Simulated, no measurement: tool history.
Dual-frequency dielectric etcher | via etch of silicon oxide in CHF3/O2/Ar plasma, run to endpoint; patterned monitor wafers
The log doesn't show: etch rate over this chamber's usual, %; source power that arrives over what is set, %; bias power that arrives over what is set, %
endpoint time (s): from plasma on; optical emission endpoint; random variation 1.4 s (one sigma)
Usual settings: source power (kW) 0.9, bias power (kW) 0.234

run,hour,source power (kW),bias power (kW),wafers since the last listed run,hours since the last wet clean,hours since the last source power generator calibration,hours since the last bias power generator calibration,hours since the last upper electrode change,"incoming incoming film thickness, nm",endpoint time (s)
1,0,0.9,0.202,0,547.9,3168.1,4251,4856,589.5,245.2
# hour 18.9: wet clean of the chamber
2,60.3,0.9,0.202,120,41.4,3228.4,4311.3,4916.3,585.2,246.5
3,123.2,0.9,0.234,182,104.3,3291.3,4374.2,4979.2,587.4,230.8
4,191.7,0.9,0.234,198,172.8,3359.8,4442.7,5047.7,576.1,228.7
5,216.5,0.9,0.234,71,197.6,3384.6,4467.5,5072.5,581.9,231.8
6,258.6,0.9,0.234,122,239.7,3426.7,4509.6,5114.6,579.4,229.2
7,313.1,0.76,0.22,158,294.2,3481.2,4564.1,5169.1,584.5,245.6
# hour 485.5: bias power generator calibrated
8,523.8,0.76,0.22,599,504.9,3691.9,38.3,5379.8,585.6,245.5
9,556.3,0.76,0.22,94,537.4,3724.4,70.8,5412.3,578.6,240.9
# hour 604.4: wet clean of the chamber
# hour 635.5: upper electrode replaced
10,636,0.99,0.201,92,31.6,3804.1,150.5,0.5,588.3,244.8
# hour 695.3: source power generator calibrated
11,695.8,0.99,0.201,161,91.4,0.5,210.3,60.3,584.5,242.3
12,753.7,0.83,0.257,168,149.3,58.4,268.2,118.2,581.3,225.8
13,778.1,0.83,0.257,70,173.7,82.8,292.6,142.6,581.3,225.8
14,806.3,0.76,0.22,81,201.9,111,320.8,170.8,582.5,242.4
15,831,0.75,0.27,71,226.6,135.7,345.5,195.5,584.9,226.3
16,868.4,0.9,0.234,108,264,173.1,382.9,232.9,581,231.9
17,899.7,0.83,0.257,90,295.3,204.4,414.2,264.2,587.2,228.6
18,937.9,0.7,0.214,110,333.5,242.6,452.4,302.4,585,252.7
19,1001.5,0.9,0.267,184,397.1,306.2,516,366,587.3,222.5
# hour 1207.2: wet clean of the chamber
20,1216.2,0.9,0.202,553,9,520.9,730.7,580.7,582.1,243.7
21,1275.2,1.02,0.234,171,68,579.9,789.7,639.7,587,224.7
22,1329.3,0.9,0.234,157,122.1,634,843.8,693.8,585.6,231.5

Run 23 comes next. What will it give?
23,1396.8,0.7,0.195,195,189.6,701.5,911.3,761.3,585.7,?

endpoint time (s): 262.6
Without the tool's hidden state the same run would have given endpoint time (s) 262.6.
